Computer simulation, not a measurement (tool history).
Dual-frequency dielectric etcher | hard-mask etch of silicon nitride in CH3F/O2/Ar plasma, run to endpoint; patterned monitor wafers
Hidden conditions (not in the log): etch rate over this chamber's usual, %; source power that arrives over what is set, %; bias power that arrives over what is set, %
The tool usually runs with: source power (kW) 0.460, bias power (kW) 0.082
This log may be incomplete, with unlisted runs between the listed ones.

run,hour,source power (kW),bias power (kW),wafers since the last listed run,hours since the last wet clean,hours since the last source power generator calibration,hours since the last bias power generator calibration,hours since the last upper electrode change,"incoming incoming film thickness, nm",endpoint time (s)
1,0.0,0.460,0.082,0,524.0,1701.8,1599.0,2789.7,55.3,78.5
2,10.9,0.460,0.082,139,534.9,1712.7,1609.9,2800.6,54.6,77.8
3,21.3,0.460,0.082,132,545.3,1723.1,1620.3,2811.0,55.2,77.8
4,30.2,0.460,0.082,113,554.2,1732.0,1629.2,2819.9,54.7,77.7
5,40.2,0.390,0.082,127,564.2,1742.0,1639.2,2829.9,54.4,80.0
6,56.4,0.390,0.082,206,580.4,1758.2,1655.4,2846.1,54.1,79.7
# hour 86.8: wet clean of the chamber
7,87.3,0.460,0.082,88,0.5,1789.1,1686.3,2877.0,54.5,75.4
8,87.7,0.460,0.082,5,0.9,1789.5,1686.7,2877.4,54.6,75.1
9,88.0,0.460,0.082,3,1.2,1789.8,1687.0,2877.7,55.0,76.5
10,98.3,0.460,0.082,131,11.5,1800.1,1697.3,2888.0,54.8,75.8
11,110.4,0.460,0.082,154,23.6,1812.2,1709.4,2900.1,54.8,75.5
12,127.4,0.460,0.082,217,40.6,1829.2,1726.4,2917.1,54.9,75.2
# hour 191.1: wet clean of the chamber, repeated, since the last time left the tool worse
# hour 201.3: source power generator calibrated
# hour 211.0: upper electrode replaced
13,211.5,0.460,0.082,591,20.4,10.2,1810.5,0.5,55.0,80.2
14,211.8,0.460,0.094,3,20.7,10.5,1810.8,0.8,54.8,74.3
15,212.2,0.460,0.082,5,21.1,10.9,1811.2,1.2,55.0,79.6
16,212.5,0.550,0.090,3,21.4,11.2,1811.5,1.5,54.9,72.3
17,212.8,0.490,0.099,3,21.7,11.5,1811.8,1.8,54.3,70.0
18,227.3,0.350,0.076,185,36.2,26.0,1826.3,16.3,54.3,87.5
19,242.7,0.540,0.071,196,51.6,41.4,1841.7,31.7,54.6,83.1
20,251.9,0.460,0.082,117,60.8,50.6,1850.9,40.9,54.5,78.9
21,265.2,0.530,0.069,169,74.1,63.9,1864.2,54.2,54.3,83.5
# hour 272.6: bias power generator calibrated
22,273.1,0.400,0.066,49,82.0,71.8,0.5,62.1,54.3,93.1
23,277.8,0.460,0.065,59,86.7,76.5,5.2,66.8,54.8,90.8
24,290.8,0.360,0.063,165,99.7,89.5,18.2,79.8,55.0,98.6
25,301.3,0.390,0.100,134,110.2,100.0,28.7,90.3,54.7,73.4
26,316.8,0.460,0.082,197,125.7,115.5,44.2,105.8,54.9,79.9
27,330.8,0.530,0.089,178,139.7,129.5,58.2,119.8,54.8,72.5
28,342.0,0.350,0.076,142,150.9,140.7,69.4,131.0,54.9,88.2
29,355.5,0.540,0.082,172,164.4,154.2,82.9,144.5,54.3,74.9
30,362.3,0.460,0.082,86,171.2,161.0,89.7,151.3,54.2,77.9
31,369.3,0.540,0.074,89,178.2,168.0,96.7,158.3,54.4,79.6
32,383.5,0.580,0.082,181,192.4,182.2,110.9,172.5,54.5,74.0
33,395.0,0.460,0.082,146,203.9,193.7,122.4,184.0,54.8,78.8
34,408.0,0.530,0.082,165,216.9,206.7,135.4,197.0,54.1,75.3
35,424.0,0.460,0.093,204,232.9,222.7,151.4,213.0,55.1,74.5

Each row is a separate what-if for the run after 35, all from the same tool condition, not one after another. Results?
A,424.4,0.460,0.066,5,233.3,223.1,151.8,213.4,54.8,?
B,424.4,0.500,0.069,5,233.3,223.1,151.8,213.4,54.8,?
C,424.4,0.390,0.101,5,233.3,223.1,151.8,213.4,54.8,?
D,424.4,0.570,0.076,5,233.3,223.1,151.8,213.4,54.8,?

run,endpoint time (s)
A,89.1
B,84.9
C,72.9
D,77.6
With the hidden condition removed and each run's random variation left untouched, the same runs would have given:
run,endpoint time (s)
A,90.6
B,86.4
C,74.1
D,79.0

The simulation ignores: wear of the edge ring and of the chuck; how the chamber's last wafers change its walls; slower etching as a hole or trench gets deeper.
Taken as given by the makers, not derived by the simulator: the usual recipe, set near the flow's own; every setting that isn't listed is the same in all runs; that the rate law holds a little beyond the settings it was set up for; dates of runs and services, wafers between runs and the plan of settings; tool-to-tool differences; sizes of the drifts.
